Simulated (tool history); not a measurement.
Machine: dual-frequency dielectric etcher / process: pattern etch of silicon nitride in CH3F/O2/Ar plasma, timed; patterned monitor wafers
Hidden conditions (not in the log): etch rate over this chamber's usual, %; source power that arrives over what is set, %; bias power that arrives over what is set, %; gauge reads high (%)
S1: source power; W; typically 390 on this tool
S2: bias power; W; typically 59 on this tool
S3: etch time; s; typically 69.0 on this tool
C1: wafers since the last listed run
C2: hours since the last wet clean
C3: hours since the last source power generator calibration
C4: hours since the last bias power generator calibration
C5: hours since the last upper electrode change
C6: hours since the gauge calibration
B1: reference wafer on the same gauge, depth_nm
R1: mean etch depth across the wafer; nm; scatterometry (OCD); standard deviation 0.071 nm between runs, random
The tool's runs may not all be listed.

run	hour	S1	S2	S3	C1	C2	C3	C4	C5	C6	B1	R1
1	0.0	390	59	69.0	0	295.0	2862.9	1920.8	3312.3	135.1	42.98	47.27
2	14.4	390	59	69.0	134	309.4	2877.3	1935.2	3326.7	149.5	43.02	47.10
3	29.8	390	59	55.5	143	324.8	2892.7	1950.6	3342.1	164.9	43.00	37.74
4	40.6	390	59	69.0	100	335.6	2903.5	1961.4	3352.9	175.7	43.00	47.22
5	49.2	390	68	69.0	80	344.2	2912.1	1970.0	3361.5	184.3	43.00	49.44
6	63.4	390	68	69.0	132	358.4	2926.3	1984.2	3375.7	198.5	43.02	49.53
7	75.6	390	59	69.0	113	370.6	2938.5	1996.4	3387.9	210.7	43.00	47.02
# hour 104.8: upper electrode replaced
8	105.3	390	59	69.0	53	400.3	2968.2	2026.1	0.5	240.4	43.00	47.02
9	105.6	390	59	69.0	2	400.6	2968.5	2026.4	0.8	240.7	42.99	47.08
10	112.4	390	59	69.0	63	407.4	2975.3	2033.2	7.6	247.5	43.02	46.95
11	127.9	390	59	61.0	144	422.9	2990.8	2048.7	23.1	263.0	42.99	41.53
12	137.6	390	59	61.0	90	432.6	3000.5	2058.4	32.8	272.7	42.99	41.48
13	154.4	390	59	69.0	156	449.4	3017.3	2075.2	49.6	289.5	42.99	46.79
# hour 158.5: gauge calibrated
# hour 164.9: bias power generator calibrated
# hour 195.1: wet clean of the chamber
# hour 198.5: source power generator calibrated
14	199.0	450	52	76.5	123	3.9	0.5	34.1	94.2	40.5	42.99	53.10
15	199.4	390	59	69.0	3	4.3	0.9	34.5	94.6	40.9	43.00	47.49
16	199.7	390	47	69.0	2	4.6	1.2	34.8	94.9	41.2	43.00	43.98
17	203.7	330	68	52.0	37	8.6	5.2	38.8	98.9	45.2	43.00	35.66
18	212.7	360	51	60.0	84	17.6	14.2	47.8	107.9	54.2	42.99	38.28
19	221.2	390	59	55.5	79	26.1	22.7	56.3	116.4	62.7	42.99	38.14
20	231.6	470	66	53.0	97	36.5	33.1	66.7	126.8	73.1	42.99	40.46
21	251.1	390	55	69.0	182	56.0	52.6	86.2	146.3	92.6	42.99	46.25
22	263.2	340	52	77.5	112	68.1	64.7	98.3	158.4	104.7	42.99	48.63
23	271.2	480	59	87.5	74	76.1	72.7	106.3	166.4	112.7	43.00	64.50
24	279.8	350	59	69.0	80	84.7	81.3	114.9	175.0	121.3	43.03	45.59
25	297.1	390	59	69.0	161	102.0	98.6	132.2	192.3	138.6	43.00	47.45
26	309.2	390	73	69.0	112	114.1	110.7	144.3	204.4	150.7	43.00	51.21
27	317.7	390	59	69.0	79	122.6	119.2	152.8	212.9	159.2	42.99	47.39

What if the next run were any one of these 3? Each begins from the tool's condition after run 27:
A	318.1	390	59	69.0	3	123.0	119.6	153.2	213.3	159.6	?	?
B	318.1	440	54	58.5	3	123.0	119.6	153.2	213.3	159.6	?	?
C	318.1	440	59	58.5	3	123.0	119.6	153.2	213.3	159.6	?	?

run	B1	R1
A	42.98	47.41
B	42.98	40.66
C	42.98	41.92
Stripped of hidden state, with their random variation kept, the same runs would have yielded:
run	R1
A	47.58
B	40.81
C	42.07
